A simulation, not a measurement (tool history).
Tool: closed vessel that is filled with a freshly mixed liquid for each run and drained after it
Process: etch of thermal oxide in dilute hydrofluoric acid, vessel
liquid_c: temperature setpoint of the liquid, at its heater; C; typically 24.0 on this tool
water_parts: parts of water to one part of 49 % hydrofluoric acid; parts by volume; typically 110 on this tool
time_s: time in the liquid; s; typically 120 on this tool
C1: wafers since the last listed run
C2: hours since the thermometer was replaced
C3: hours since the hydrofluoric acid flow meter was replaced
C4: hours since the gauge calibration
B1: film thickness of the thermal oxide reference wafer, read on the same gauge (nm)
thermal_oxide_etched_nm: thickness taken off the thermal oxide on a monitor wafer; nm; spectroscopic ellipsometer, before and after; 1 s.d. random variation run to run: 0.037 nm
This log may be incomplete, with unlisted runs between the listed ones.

run 1 day=0.000 | liquid_c=24.0 water_parts=85 time_s=120 | C1=0 C2=1631.5 C3=1768.2 C4=146.8 | B1=140.027 | thermal_oxide_etched_nm=6.012
run 2 day=3.029 | liquid_c=24.0 water_parts=110 time_s=120 | C1=6347 C2=1704.2 C3=1840.9 C4=219.5 | B1=139.961 | thermal_oxide_etched_nm=4.435
run 3 day=6.208 | liquid_c=24.0 water_parts=110 time_s=155 | C1=6662 C2=1780.5 C3=1917.2 C4=295.8 | B1=140.035 | thermal_oxide_etched_nm=5.897
run 4 day=8.004 | liquid_c=24.0 water_parts=110 time_s=155 | C1=3763 C2=1823.6 C3=1960.3 C4=338.9 | B1=139.986 | thermal_oxide_etched_nm=5.840
run 5 day=10.983 | liquid_c=24.0 water_parts=110 time_s=155 | C1=6243 C2=1895.1 C3=2031.8 C4=410.4 | B1=139.968 | thermal_oxide_etched_nm=5.838
run 6 day=13.700 | liquid_c=25.0 water_parts=110 time_s=120 | C1=5692 C2=1960.3 C3=2097.0 C4=475.6 | B1=140.025 | thermal_oxide_etched_nm=4.767
run 7 day=15.862 | liquid_c=25.0 water_parts=110 time_s=120 | C1=4531 C2=2012.2 C3=2148.9 C4=527.5 | B1=140.026 | thermal_oxide_etched_nm=4.682
run 8 day=18.158 | liquid_c=25.0 water_parts=110 time_s=120 | C1=4811 C2=2067.3 C3=2204.0 C4=582.6 | B1=140.016 | thermal_oxide_etched_nm=4.665
-- day=20.404 hydrofluoric acid flow meter replaced
run 9 day=21.504 | liquid_c=24.0 water_parts=110 time_s=120 | C1=6924 C2=2147.6 C3=26.4 C4=662.9 | B1=139.986 | thermal_oxide_etched_nm=4.478
run 10 day=24.079 | liquid_c=24.0 water_parts=110 time_s=120 | C1=5396 C2=2209.4 C3=88.2 C4=724.7 | B1=139.987 | thermal_oxide_etched_nm=4.498
run 11 day=26.075 | liquid_c=24.0 water_parts=110 time_s=120 | C1=4182 C2=2257.3 C3=136.1 C4=772.6 | B1=140.000 | thermal_oxide_etched_nm=4.530
run 12 day=28.358 | liquid_c=26.5 water_parts=150 time_s=80 | C1=4784 C2=2312.1 C3=190.9 C4=827.4 | B1=139.991 | thermal_oxide_etched_nm=2.322
run 13 day=32.846 | liquid_c=24.0 water_parts=110 time_s=120 | C1=9403 C2=2419.8 C3=298.6 C4=935.1 | B1=140.003 | thermal_oxide_etched_nm=4.522
run 14 day=34.558 | liquid_c=24.0 water_parts=60 time_s=120 | C1=3588 C2=2460.9 C3=339.7 C4=976.2 | B1=140.012 | thermal_oxide_etched_nm=8.791
run 15 day=37.058 | liquid_c=25.5 water_parts=95 time_s=150 | C1=5238 C2=2520.9 C3=399.7 C4=1036.2 | B1=140.002 | thermal_oxide_etched_nm=7.055
-- day=37.946 thermometer replaced
run 16 day=38.967 | liquid_c=25.0 water_parts=110 time_s=120 | C1=3911 C2=24.5 C3=445.5 C4=1082.0 | B1=140.024 | thermal_oxide_etched_nm=4.673
run 17 day=43.125 | liquid_c=27.0 water_parts=95 time_s=120 | C1=8714 C2=124.3 C3=545.3 C4=1181.8 | B1=139.986 | thermal_oxide_etched_nm=5.921
-- day=45.733 gauge calibrated
run 18 day=46.525 | liquid_c=25.5 water_parts=95 time_s=150 | C1=7124 C2=205.9 C3=626.9 C4=19.0 | B1=140.022 | thermal_oxide_etched_nm=6.973

Run 19 comes next. What will it give?
run 19 day=48.650 | liquid_c=24.0 water_parts=110 time_s=120 | C1=4453 C2=256.9 C3=677.9 C4=70.0 | B1=? | thermal_oxide_etched_nm=?

{"run 19": {"B1": 140.003, "thermal_oxide_etched_nm": 4.458}}
Had the tool carried no hidden state, the very same run would have given thermal_oxide_etched_nm 4.458 nm.
